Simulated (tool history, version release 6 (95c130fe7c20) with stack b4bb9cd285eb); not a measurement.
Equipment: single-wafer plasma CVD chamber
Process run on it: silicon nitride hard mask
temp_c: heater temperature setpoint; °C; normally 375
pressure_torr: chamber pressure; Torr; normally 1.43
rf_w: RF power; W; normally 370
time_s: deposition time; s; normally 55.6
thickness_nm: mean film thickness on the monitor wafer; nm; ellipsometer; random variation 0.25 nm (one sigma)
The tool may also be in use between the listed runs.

run,hour,temp_c,pressure_torr,rf_w,time_s,"read-back reference wafer on the same gauge, thickness_nm",thickness_nm
1,0.0,375,1.43,370,55.6,80.175,74.181
2,26.8,375,1.43,370,55.6,80.131,74.101
3,56.9,375,1.43,370,55.6,80.237,74.022
# hour 79.4: RF generator calibrated
4,91.2,375,1.43,390,55.6,80.238,79.278
5,114.5,375,1.43,390,55.6,80.281,79.391
6,137.5,375,1.43,390,55.6,80.148,79.235
# hour 148.0: gauge calibrated
# hour 156.7: capacitance manometer re-zeroed and calibrated
7,168.8,375,1.43,370,55.6,80.214,77.022
8,204.2,375,1.43,370,55.6,80.301,76.942
9,231.4,382,1.15,370,55.6,80.246,73.951
10,261.4,375,1.64,370,55.6,80.115,79.006
11,288.7,384,1.43,370,55.6,80.216,76.253
12,316.3,375,1.43,370,55.6,80.185,76.869
# hour 328.4: showerhead replaced
13,337.5,379,1.21,420,44.9,80.097,64.451
14,410.2,375,1.15,425,45.8,80.053,65.215
15,444.1,375,1.53,370,55.6,80.235,77.526
16,469.5,375,1.43,370,55.6,80.263,76.030
17,487.6,369,1.07,445,62.2,80.089,89.817
18,505.4,375,1.23,415,60.9,80.120,86.378
19,531.3,384,1.43,390,55.6,80.236,78.032
20,560.9,375,1.43,370,55.6,80.239,76.077
21,591.3,375,1.43,425,55.6,80.120,82.687
22,609.1,375,1.43,370,55.6,80.098,75.788
23,640.2,375,1.43,405,55.6,80.185,79.781
24,653.2,375,1.43,420,55.6,80.302,81.336
25,679.8,365,1.53,325,60.1,80.251,77.074
26,708.2,360,1.18,415,63.5,80.299,89.550
27,741.9,375,1.43,370,55.6,80.225,75.671
28,754.3,375,1.43,370,55.6,80.148,75.306

Branching from run 28: 5 alternative next runs. What would each branch give?
A,754.7,375,1.43,370,55.6,?,?
B,754.7,389,1.52,390,44.5,?,?
C,754.7,381,1.69,405,50.1,?,?
D,754.7,381,1.43,370,58.7,?,?
E,754.7,379,1.58,370,55.6,?,?

run,"read-back reference wafer on the same gauge, thickness_nm",thickness_nm
A,80.206,75.180
B,80.206,62.404
C,80.206,73.616
D,80.206,79.144
E,80.206,76.559
With no hidden state in the tool, these same runs would have given:
run,thickness_nm
A,76.871
B,63.807
C,75.166
D,80.923
E,78.281
